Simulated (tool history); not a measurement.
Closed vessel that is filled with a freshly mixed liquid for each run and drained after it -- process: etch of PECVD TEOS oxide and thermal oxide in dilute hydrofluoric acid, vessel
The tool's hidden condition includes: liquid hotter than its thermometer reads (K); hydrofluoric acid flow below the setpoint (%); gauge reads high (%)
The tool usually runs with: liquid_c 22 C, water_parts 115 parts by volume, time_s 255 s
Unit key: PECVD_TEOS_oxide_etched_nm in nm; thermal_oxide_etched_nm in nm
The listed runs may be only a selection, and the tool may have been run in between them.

| run | hour | liquid_c | water_parts | time_s | wafers since the last listed run | hours since the thermometer was replaced | hours since the hydrofluoric acid flow meter was replaced | hours since the gauge calibration | read-back film thickness of the PECVD TEOS oxide reference wafer, read on the same gauge (nm) | read-back film thickness of the thermal oxide reference wafer, read on the same gauge (nm) | PECVD_TEOS_oxide_etched_nm | thermal_oxide_etched_nm |
|---|---|---|---|---|---|---|---|---|---|---|---|---|
| 1 | 0 | 22 | 115 | 185 | 0 | 2242.5 | 1882.1 | 63.3 | 60.01 | 40 | 33.71 | 6.16 |
| 2 | 7.1 | 22 | 115 | 370 | 385 | 2249.6 | 1889.2 | 70.4 | 59.98 | 40.02 | 66.13 | 12.45 |
| 3 | 21.8 | 22 | 115 | 370 | 797 | 2264.3 | 1903.9 | 85.1 | 60.01 | 40 | 68.76 | 12.42 |
| 4 | 29.5 | 22 | 115 | 370 | 417 | 2272 | 1911.6 | 92.8 | 60 | 39.98 | 67.15 | 12.4 |
| 5 | 46.2 | 25 | 115 | 255 | 906 | 2288.7 | 1928.3 | 109.5 | 60.01 | 39.98 | 51.7 | 9.63 |
| 6 | 63.2 | 25 | 115 | 255 | 922 | 2305.7 | 1945.3 | 126.5 | 60.01 | 40.03 | 52.48 | 9.62 |
| 7 | 75.8 | 22 | 160 | 255 | 683 | 2318.3 | 1957.9 | 139.1 | 60.01 | 40.02 | 31.31 | 5.88 |
|  | 106 | hydrofluoric acid flow meter replaced |
| 8 | 114.7 | 22 | 160 | 255 | 2057 | 2357.2 | 8.7 | 178 | 60.03 | 39.95 | 31.82 | 5.87 |
| 9 | 122.8 | 22 | 160 | 255 | 439 | 2365.3 | 16.8 | 186.1 | 60.02 | 40.03 | 32.12 | 5.82 |
| 10 | 133.9 | 22 | 115 | 255 | 602 | 2376.4 | 27.9 | 197.2 | 59.99 | 39.98 | 46.73 | 8.55 |
| 11 | 141.8 | 17.5 | 70 | 255 | 428 | 2384.3 | 35.8 | 205.1 | 60.03 | 39.99 | 66.72 | 12.18 |
|  | 153.5 | thermometer replaced |
| 12 | 158.5 | 22 | 160 | 255 | 852 | 5 | 52.5 | 221.8 | 59.99 | 39.98 | 32.37 | 5.88 |
| 13 | 174.7 | 20.5 | 165 | 255 | 879 | 21.2 | 68.7 | 238 | 59.98 | 39.99 | 28.9 | 5.31 |
| 14 | 183.9 | 22 | 115 | 255 | 499 | 30.4 | 77.9 | 247.2 | 59.98 | 39.97 | 46.61 | 8.51 |
| 15 | 199.6 | 20 | 135 | 175 | 852 | 46.1 | 93.6 | 262.9 | 60 | 40.01 | 24.7 | 4.57 |
|  | 215.3 | gauge calibrated |
| 16 | 236.5 | 22 | 115 | 255 | 2003 | 83 | 130.5 | 21.2 | 59.99 | 40.02 | 46.12 | 8.55 |
| 17 | 249.4 | 22 | 115 | 130 | 700 | 95.9 | 143.4 | 34.1 | 60 | 40 | 24.04 | 4.31 |
| 18 | 262.9 | 22 | 75 | 255 | 732 | 109.4 | 156.9 | 47.6 | 60.01 | 40.02 | 74.15 | 13.63 |
| 19 | 270.3 | 23.5 | 115 | 255 | 401 | 116.8 | 164.3 | 55 | 60.01 | 39.98 | 49.78 | 9.08 |
| 20 | 282.6 | 22 | 115 | 255 | 667 | 129.1 | 176.6 | 67.3 | 59.99 | 40 | 46.76 | 8.56 |

What the log doesn't show, run by run:
liquid hotter than its thermometer reads (K): 0 across all the runs
hydrofluoric acid flow below the setpoint (%): 0 across all the runs
gauge reads high (%): 0 across all the runs
